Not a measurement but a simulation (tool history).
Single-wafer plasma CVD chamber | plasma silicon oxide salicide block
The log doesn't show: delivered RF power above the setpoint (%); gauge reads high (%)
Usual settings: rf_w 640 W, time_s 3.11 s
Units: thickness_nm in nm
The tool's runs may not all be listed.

run,hour,rf_w,time_s,wafers since the last listed run,hours since the last RF generator calibration,hours since the showerhead was replaced,hours since the gauge calibration,"read-back reference wafer on the same gauge, thickness_nm",thickness_nm
1,0.0,565,3.11,0,409.4,8266.7,133.8,31.940,30.033
2,27.7,640,3.33,982,437.1,8294.4,161.5,31.909,33.304
3,134.0,640,3.11,3771,543.4,8400.7,267.8,31.934,31.007
4,163.8,640,3.11,1057,573.2,8430.5,297.6,31.943,31.106
5,180.0,640,3.11,574,589.4,8446.7,313.8,31.974,31.112
6,204.8,640,3.11,879,614.2,8471.5,338.6,32.025,31.211
7,231.2,640,3.11,936,640.6,8497.9,365.0,31.993,31.109
8,256.5,640,3.11,897,665.9,8523.2,390.3,32.063,31.126
9,278.4,725,3.11,776,687.8,8545.1,412.2,32.046,32.299
10,297.9,725,3.11,691,707.3,8564.6,431.7,32.086,32.327
11,322.7,725,3.11,879,732.1,8589.4,456.5,32.112,32.263
12,343.2,740,3.11,727,752.6,8609.9,477.0,32.119,32.503
13,368.9,740,3.11,911,778.3,8635.6,502.7,32.166,32.448
# hour 389.5: showerhead replaced
14,390.7,740,3.11,489,800.1,1.2,524.5,32.140,32.485
15,422.3,680,3.32,1121,831.7,32.8,556.1,32.204,33.915
16,454.1,640,3.11,1128,863.5,64.6,587.9,32.168,31.292
# hour 468.4: gauge calibrated
17,469.8,585,2.94,556,879.2,80.3,1.4,31.857,28.551
# hour 484.2: RF generator calibrated
18,485.7,640,3.11,280,1.5,96.2,17.3,31.885,30.921
19,511.9,640,3.11,929,27.7,122.4,43.5,31.892,30.987
20,535.9,595,2.93,851,51.7,146.4,67.5,31.864,28.566
21,554.3,760,2.58,652,70.1,164.8,85.9,31.904,26.977
22,574.5,640,3.49,716,90.3,185.0,106.1,31.905,34.664
23,594.7,685,3.11,716,110.5,205.2,126.3,31.868,31.534
24,608.8,640,3.51,500,124.6,219.3,140.4,31.866,35.092
25,640.1,525,3.67,1110,155.9,250.6,171.7,31.875,34.625
26,674.9,640,3.56,1234,190.7,285.4,206.5,31.913,35.531
27,705.9,580,2.74,1099,221.7,316.4,237.5,31.952,26.539
28,736.8,600,3.42,1096,252.6,347.3,268.4,31.955,33.679

What the log doesn't show, run by run:
delivered RF power above the setpoint (%): 0 in every run
H1: gauge reads high (%)
run,H1
1,0.0695
2,0.0919
3,0.217
4,0.263
5,0.291
6,0.335
7,0.386
8,0.438
9,0.487
10,0.532
11,0.592
12,0.645
13,0.714
14,0.775
15,0.869
16,0.969
17,-0.0904
18,-0.0896
19,-0.0852
20,-0.0779
21,-0.0701
22,-0.0595
23,-0.0466
24,-0.0363
25,-0.00945
26,0.0267
27,0.0645
28,0.107
